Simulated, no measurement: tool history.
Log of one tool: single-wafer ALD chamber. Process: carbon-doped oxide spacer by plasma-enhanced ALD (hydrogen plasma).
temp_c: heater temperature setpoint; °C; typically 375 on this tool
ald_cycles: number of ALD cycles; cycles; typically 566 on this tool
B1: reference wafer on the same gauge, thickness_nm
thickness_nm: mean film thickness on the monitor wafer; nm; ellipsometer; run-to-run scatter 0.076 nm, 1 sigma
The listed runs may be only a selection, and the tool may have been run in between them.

Run 1, hour 0.0: usual settings but temp_c 386 °C; B1 24.622. Result: thickness_nm 29.050 nm.
Run 2, hour 13.2: usual settings but temp_c 386 °C; B1 24.606. Result: thickness_nm 29.037 nm.
Run 3, hour 19.6: usual settings but temp_c 386 °C; B1 24.607. Result: thickness_nm 28.922 nm.
Run 4, hour 28.3: usual settings; B1 24.598. Result: thickness_nm 29.041 nm.
Run 5, hour 40.0: usual settings; B1 24.560. Result: thickness_nm 28.985 nm.
Run 6, hour 52.3: usual settings but temp_c 370 °C; B1 24.583. Result: thickness_nm 29.165 nm.
Run 7, hour 62.0: usual settings; B1 24.571. Result: thickness_nm 29.143 nm.
Run 8, hour 72.3: usual settings; B1 24.616. Result: thickness_nm 29.053 nm.
Run 9, hour 84.0: usual settings; B1 24.603. Result: thickness_nm 29.038 nm.
Run 10, hour 92.0: usual settings but temp_c 382 °C; B1 24.592. Result: thickness_nm 28.971 nm.
Run 11, hour 103.9: usual settings but temp_c 382 °C; B1 24.609. Result: thickness_nm 29.024 nm.
Run 12, hour 118.2: usual settings but temp_c 382 °C; B1 24.614. Result: thickness_nm 28.869 nm.
Run 13, hour 129.9: usual settings but ald_cycles 598 cycles; B1 24.594. Result: thickness_nm 30.672 nm.
Run 14, hour 143.5: usual settings; B1 24.591. Result: thickness_nm 28.921 nm.
Run 15, hour 151.0: usual settings but ald_cycles 635 cycles; B1 24.596. Result: thickness_nm 32.474 nm.
At hour 179.7: thermocouple changed; heater temperature recalibrated.
Run 16, hour 197.2: usual settings but ald_cycles 635 cycles; B1 24.623. Result: thickness_nm 32.584 nm.
Run 17, hour 226.1: usual settings but ald_cycles 485 cycles; B1 24.577. Result: thickness_nm 24.779 nm.
At hour 232.8: gauge calibrated.
Run 18, hour 243.8: usual settings; B1 24.602. Result: thickness_nm 28.975 nm.
Run 19, hour 261.4: usual settings; B1 24.616. Result: thickness_nm 28.988 nm.
Run 20, hour 268.5: usual settings but ald_cycles 541 cycles; B1 24.593. Result: thickness_nm 27.698 nm.
Run 21, hour 275.7: usual settings but ald_cycles 541 cycles; B1 24.573. Result: thickness_nm 27.735 nm.
Run 22, hour 288.1: usual settings but ald_cycles 541 cycles; B1 24.613. Result: thickness_nm 27.552 nm.
Run 23, hour 301.6: usual settings but temp_c 368 °C, ald_cycles 517 cycles; B1 24.579. Result: thickness_nm 26.422 nm.
Run 24, hour 314.8: usual settings but temp_c 363 °C, ald_cycles 668 cycles; B1 24.589. Result: thickness_nm 34.225 nm.
Run 25, hour 323.6: usual settings; B1 24.626. Result: thickness_nm 29.027 nm.
Run 26, hour 342.3: usual settings but temp_c 366 °C, ald_cycles 508 cycles; B1 24.602. Result: thickness_nm 25.954 nm.
Run 27, hour 348.8: usual settings; B1 24.611. Result: thickness_nm 28.829 nm.
Run 28, hour 355.7: usual settings but temp_c 383 °C; B1 24.606. Result: thickness_nm 29.095 nm.
Run 29, hour 362.7: usual settings but temp_c 383 °C, ald_cycles 456 cycles; B1 24.615. Result: thickness_nm 23.324 nm.
Run 30, hour 372.5: usual settings but temp_c 387 °C, ald_cycles 532 cycles; B1 24.613. Result: thickness_nm 27.325 nm.
Run 31, hour 384.0: usual settings but temp_c 365 °C; B1 24.599. Result: thickness_nm 29.011 nm.
Run 32, hour 401.6: usual settings but ald_cycles 490 cycles; B1 24.623. Result: thickness_nm 25.075 nm.
Run 33, hour 409.9: usual settings but temp_c 368 °C; B1 24.600. Result: thickness_nm 29.024 nm.
Run 34, hour 424.5: usual settings but temp_c 380 °C, ald_cycles 649 cycles; B1 24.617. Result: thickness_nm 33.392 nm.
Run 35, hour 438.1: usual settings; B1 24.598. Result: thickness_nm 28.909 nm.
Run 36, hour 448.6: usual settings but temp_c 368 °C, ald_cycles 615 cycles; B1 24.621. Result: thickness_nm 31.508 nm.
Run 37, hour 461.0: usual settings but temp_c 361 °C; B1 24.601. Result: thickness_nm 28.923 nm.
Run 38, hour 477.2: usual settings but temp_c 365 °C, ald_cycles 507 cycles; B1 24.593. Result: thickness_nm 25.991 nm.

Run 39 comes next. What will it give?
Run 39, hour 483.7: usual settings but temp_c 388 °C, ald_cycles 678 cycles; B1 ?. Result: thickness_nm ?.

{"run 39": {"B1": 24.588, "thickness_nm": 34.654}}
With the hidden condition absent and the run-to-run variation left alone, this run would have shown thickness_nm 34.654 nm.
